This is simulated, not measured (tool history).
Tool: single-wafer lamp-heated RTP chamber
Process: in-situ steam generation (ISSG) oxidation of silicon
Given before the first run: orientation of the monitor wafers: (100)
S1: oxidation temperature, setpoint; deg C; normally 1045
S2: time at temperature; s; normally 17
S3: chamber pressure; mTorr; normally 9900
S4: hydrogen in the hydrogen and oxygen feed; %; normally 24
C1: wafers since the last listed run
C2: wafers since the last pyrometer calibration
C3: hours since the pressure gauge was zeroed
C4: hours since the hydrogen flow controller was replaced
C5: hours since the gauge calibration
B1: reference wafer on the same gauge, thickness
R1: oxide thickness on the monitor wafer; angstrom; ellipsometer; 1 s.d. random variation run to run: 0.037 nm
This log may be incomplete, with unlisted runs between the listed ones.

run    hour    S1  S2     S3  S4    C1    C2      C3      C4      C5     B1     R1
  1     0.0  1045  17   9900  24     0  5220  2634.5  5832.7   216.6  5.716  74.13
       64.0  -- pyrometer window cleaned and pyrometer calibrated
  2    96.1  1045  17   9900  24  1016   370  2730.6  5928.8   312.7  5.717  70.33
  3   191.0  1045  17   9900  24  1095  1466  2825.5  6023.7   407.6  5.714  71.34
  4   281.3  1045  17   9900  24  1042  2508  2915.8  6114.0   497.9  5.703  72.12
  5   338.8  1045  17   9900  24   663  3172  2973.3  6171.5   555.4  5.723  72.87
  6   444.7  1045  17   9900  30  1222  4394  3079.2  6277.4   661.3  5.709  77.55
  7   533.5  1045  17   9900  24  1025  5419  3168.0  6366.2   750.1  5.711  74.32
      619.1  -- pyrometer window cleaned and pyrometer calibrated
      831.4  -- hydrogen flow controller replaced
  8   845.9  1045  17   9900  24  3421  2526  3480.4    14.5  1062.5  5.713  72.53
  9   910.5  1045  17   9900  24   745  3271  3545.0    79.1  1127.1  5.707  73.13
 10   997.6  1045  17   9900  24  1005  4277  3632.1   166.2  1214.2  5.713  73.53
 11  1048.0  1045  17   9900  24   581  4858  3682.5   216.6  1264.6  5.716  74.03
     1108.5  -- pyrometer window cleaned and pyrometer calibrated
 12  1109.0  1045  17   9900  24   611     5  3743.5   277.6  1325.6  5.711  70.73
     1157.6  -- pressure gauge zeroed
 13  1158.1  1045  17   9900  24   474   479     0.5   326.7  1374.7  5.715  71.13
 14  1217.4  1059  11  10200  24   684  1164    59.8   386.0  1434.0  5.709  61.16
 15  1266.0  1051  12   8900  15   561  1725   108.4   434.6  1482.6  5.704  55.61
     1327.7  -- gauge calibrated
 16  1343.4  1056  17  10200  24   893  2618   185.8   512.0    15.7  5.707  76.32
 17  1421.7  1034  12   9900  24   903  3522   264.1   590.3    94.0  5.714  57.58
 18  1513.5  1031  17   9900  18  1059  4582   355.9   682.1   185.8  5.720  63.79
 19  1557.2  1045  13  10200  24   504  5086   399.6   725.8   229.5  5.708  64.14
 20  1620.4  1045  17   9900  24   729  5816   462.8   789.0   292.7  5.715  73.95
     1665.7  -- pyrometer window cleaned and pyrometer calibrated
 21  1937.3  1045  17   9900  24  3565  3135   779.7  1105.9   609.6  5.712  72.35
 22  2146.6  1033  24   9900  17  2416  5551   989.0  1315.2   818.9  5.708  76.79
     2236.7  -- pyrometer window cleaned and pyrometer calibrated
 23  2237.2  1045  17   9900  24   953     6  1079.6  1405.8   909.5  5.708  71.12
 24  2286.6  1045  12   8500  24   570   576  1129.0  1455.2   958.9  5.705  61.55
 25  2383.1  1052  17   8400  24  1113  1690  1225.5  1551.7  1055.4  5.699  76.84
 26  2449.4  1060  14   9900  15   765  2455  1291.8  1618.0  1121.7  5.700  63.93
 27  2492.6  1053  15   9200  14   498  2954  1335.0  1661.2  1164.9  5.709  63.70

3 options for the next run, each taken on its own from the tool as it stands now. Forecast them:
  A  2493.0  1045  17   9900  24   4  2958  1335.4  1661.6  1165.3   ?   ?
  B  2493.0  1045  20  10200  24   4  2958  1335.4  1661.6  1165.3   ?   ?
  C  2493.0  1028  17   9900  24   4  2958  1335.4  1661.6  1165.3   ?   ?

run     B1     R1
  A  5.709  72.43
  B  5.709  78.28
  C  5.709  66.47
What these runs would have given with no unlogged condition in the tool:
run     R1
  A  70.00
  B  75.55
  C  64.43

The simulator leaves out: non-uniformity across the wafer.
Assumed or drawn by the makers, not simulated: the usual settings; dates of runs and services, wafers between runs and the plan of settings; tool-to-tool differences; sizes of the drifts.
